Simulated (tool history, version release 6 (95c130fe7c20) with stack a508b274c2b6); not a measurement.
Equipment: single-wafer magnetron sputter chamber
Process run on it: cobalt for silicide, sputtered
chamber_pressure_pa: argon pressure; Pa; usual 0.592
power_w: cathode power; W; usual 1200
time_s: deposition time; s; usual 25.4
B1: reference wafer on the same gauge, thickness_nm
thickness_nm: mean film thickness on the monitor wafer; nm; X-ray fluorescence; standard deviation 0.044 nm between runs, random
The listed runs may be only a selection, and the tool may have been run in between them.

run 1 day=0.000 | chamber_pressure_pa=0.592 power_w=1200 time_s=25.4 | B1=13.298 | thickness_nm=13.613
-- day=0.229 sputter target and shields replaced
run 2 day=1.462 | chamber_pressure_pa=0.453 power_w=1200 time_s=25.4 | B1=13.281 | thickness_nm=14.570
run 3 day=2.096 | chamber_pressure_pa=0.592 power_w=1200 time_s=25.4 | B1=13.311 | thickness_nm=13.995
run 4 day=3.058 | chamber_pressure_pa=0.592 power_w=1200 time_s=25.4 | B1=13.302 | thickness_nm=13.888
run 5 day=4.546 | chamber_pressure_pa=0.592 power_w=1200 time_s=25.4 | B1=13.292 | thickness_nm=13.829
run 6 day=5.900 | chamber_pressure_pa=0.592 power_w=1200 time_s=25.4 | B1=13.315 | thickness_nm=13.785
run 7 day=7.067 | chamber_pressure_pa=0.592 power_w=1200 time_s=25.4 | B1=13.285 | thickness_nm=13.774
-- day=7.312 gauge calibrated
run 8 day=7.575 | chamber_pressure_pa=0.440 power_w=1100 time_s=22.5 | B1=13.279 | thickness_nm=11.693
run 9 day=8.354 | chamber_pressure_pa=0.592 power_w=900 time_s=28.1 | B1=13.289 | thickness_nm=11.353
-- day=9.100 magnet pack replaced
-- day=9.717 capacitance manometer re-zeroed and calibrated
-- day=9.996 sputter target and shields replaced
run 10 day=10.017 | chamber_pressure_pa=0.592 power_w=1200 time_s=25.4 | B1=13.294 | thickness_nm=14.046
run 11 day=10.688 | chamber_pressure_pa=0.592 power_w=1450 time_s=25.4 | B1=13.289 | thickness_nm=16.890
run 12 day=11.938 | chamber_pressure_pa=0.592 power_w=1200 time_s=26.9 | B1=13.303 | thickness_nm=14.836
run 13 day=12.462 | chamber_pressure_pa=0.397 power_w=1200 time_s=29.2 | B1=13.309 | thickness_nm=17.053
run 14 day=13.725 | chamber_pressure_pa=0.476 power_w=1200 time_s=25.4 | B1=13.280 | thickness_nm=14.387

Each run again, without the hidden state but with its own random variation kept:
Unlogged tool condition in this case: deposition rate above that of a new target (%); true argon pressure above the setpoint (%); gauge reads high (%).
run=1 thickness_nm=14.105
run=2 thickness_nm=14.665
run=3 thickness_nm=14.118
run=4 thickness_nm=14.058
run=5 thickness_nm=14.074
run=6 thickness_nm=14.099
run=7 thickness_nm=14.147
run=8 thickness_nm=12.032
run=9 thickness_nm=11.715
run=10 thickness_nm=14.107
run=11 thickness_nm=17.004
run=12 thickness_nm=15.003
run=13 thickness_nm=17.278
run=14 thickness_nm=14.643
